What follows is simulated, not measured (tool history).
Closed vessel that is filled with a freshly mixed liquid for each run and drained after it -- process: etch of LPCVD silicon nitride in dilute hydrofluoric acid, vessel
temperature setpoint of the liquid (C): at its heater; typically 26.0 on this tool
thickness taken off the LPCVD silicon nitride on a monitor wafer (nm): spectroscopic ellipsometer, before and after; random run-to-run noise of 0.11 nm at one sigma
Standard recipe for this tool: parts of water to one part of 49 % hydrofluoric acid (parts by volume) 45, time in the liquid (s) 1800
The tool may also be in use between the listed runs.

run	hour	temperature setpoint of the liquid (C)	parts of water to one part of 49 % hydrofluoric acid (parts by volume)	time in the liquid (s)	wafers since the last listed run	hours since the thermometer was replaced	hours since the hydrofluoric acid flow meter was replaced	hours since the gauge calibration	read-back film thickness of the LPCVD silicon nitride reference wafer, read on the same gauge (nm)	thickness taken off the LPCVD silicon nitride on a monitor wafer (nm)
1	0.0	27.5	45	1800	0	1078.7	466.0	20.5	120.04	21.22
2	8.5	27.5	45	1800	370	1087.2	474.5	29.0	119.97	21.16
3	15.9	26.0	45	2490	322	1094.6	481.9	36.4	119.98	26.41
4	22.1	26.0	45	2490	270	1100.8	488.1	42.6	120.02	26.36
5	36.1	26.0	45	2490	610	1114.8	502.1	56.6	119.97	26.31
6	44.2	26.0	35	1575	353	1122.9	510.2	64.7	119.97	21.55
7	56.4	26.0	35	1575	532	1135.1	522.4	76.9	119.96	21.43
8	62.7	26.0	45	1800	274	1141.4	528.7	83.2	119.99	19.19
9	78.4	26.0	45	1800	684	1157.1	544.4	98.9	119.98	19.19
10	92.2	23.5	45	1800	602	1170.9	558.2	112.7	120.00	16.23
# hour 100.2: thermometer replaced
11	107.1	23.5	65	1800	606	6.9	573.1	127.6	120.01	13.08
12	134.6	31.0	65	1800	1199	34.4	600.6	155.1	120.03	21.24
# hour 146.3: hydrofluoric acid flow meter replaced
13	146.8	22.5	40	1800	488	46.6	0.5	167.3	120.01	17.61
# hour 148.8: gauge calibrated
14	161.6	28.5	60	1125	645	61.4	15.3	12.8	120.06	11.00
15	176.8	26.0	45	2490	663	76.6	30.5	28.0	120.01	27.68
16	188.9	26.0	45	2100	527	88.7	42.6	40.1	120.03	23.36
17	202.0	31.0	35	1120	571	101.8	55.7	53.2	120.00	22.27
18	212.4	26.0	45	1800	453	112.2	66.1	63.6	119.97	19.68

What the log doesn't show, run by run:
gauge reads high (%): 0 across all the runs
H1: liquid colder than its thermometer reads (K)
H2: hydrofluoric acid flow above the setpoint (%)
run	H1	H2
1	2.08	9.45
2	2.1	9.62
3	2.12	9.76
4	2.13	9.88
5	2.15	10.2
6	2.17	10.3
7	2.19	10.5
8	2.21	10.7
9	2.24	11
10	2.26	11.2
11	0.217	11.5
12	0.27	12.1
13	0.294	0.253
14	0.322	0.539
15	0.351	0.833
16	0.375	1.07
17	0.4	1.32
18	0.42	1.52
